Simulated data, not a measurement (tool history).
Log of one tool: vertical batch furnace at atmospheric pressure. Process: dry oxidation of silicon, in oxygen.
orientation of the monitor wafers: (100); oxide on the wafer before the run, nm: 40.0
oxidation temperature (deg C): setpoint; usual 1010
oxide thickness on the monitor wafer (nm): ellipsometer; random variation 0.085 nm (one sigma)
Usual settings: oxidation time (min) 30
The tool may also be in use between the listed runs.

run	hour	oxidation temperature (deg C)	oxidation time (min)	read-back reference wafer on the same gauge, thickness	oxide thickness on the monitor wafer (nm)
1	0	1030	22	47.72	56
2	127.2	1030	22	47.71	56.05
3	190.4	1030	22	47.7	56.28
4	224.5	1004	21	47.68	50.69
5	292.6	1004	21	47.7	50.77
6	334.5	1004	21	47.67	50.84
7	386.6	1010	30	47.74	57.28
8	483.2	1010	30	47.7	57.06
# hour 532.4: thermocouples replaced and temperature profile calibrated
9	532.9	1010	30	47.69	56.04
10	580.9	1028	36	47.69	64.2
# hour 621.3: boat lift adjusted
# hour 625.4: gauge calibrated
11	781	1010	30	47.71	56.23
12	816.9	1010	30	47.7	56.07
13	859.2	1018	42	47.73	64.83
14	889.9	1025	30	47.68	59.55
15	947	1010	30	47.69	56.08
16	995.4	1024	40.5	47.7	65.85
17	1038.9	1010	38.5	47.65	60.61
18	1099.1	986	42.5	47.66	56.87
19	1123.7	1000	17.5	47.68	47.85
20	1173.6	992	22.5	47.73	49.26
21	1222.8	1032	17.5	47.69	52.28
22	1258.4	1010	30	47.71	56.11
23	1294	1010	30	47.71	56.11
24	1320.3	1003	24	47.71	51.47

Forecast each of these 3 alternatives for the next run:
A	1324.2	1010	17	?	?
B	1324.2	1010	21.5	?	?
C	1324.2	1010	25.5	?	?

run	read-back reference wafer on the same gauge, thickness	oxide thickness on the monitor wafer (nm)
A	47.71	48.71
B	47.71	51.27
C	47.71	53.52
Without the tool's hidden state the same runs would have given:
run	oxide thickness on the monitor wafer (nm)
A	48.66
B	51.22
C	53.46
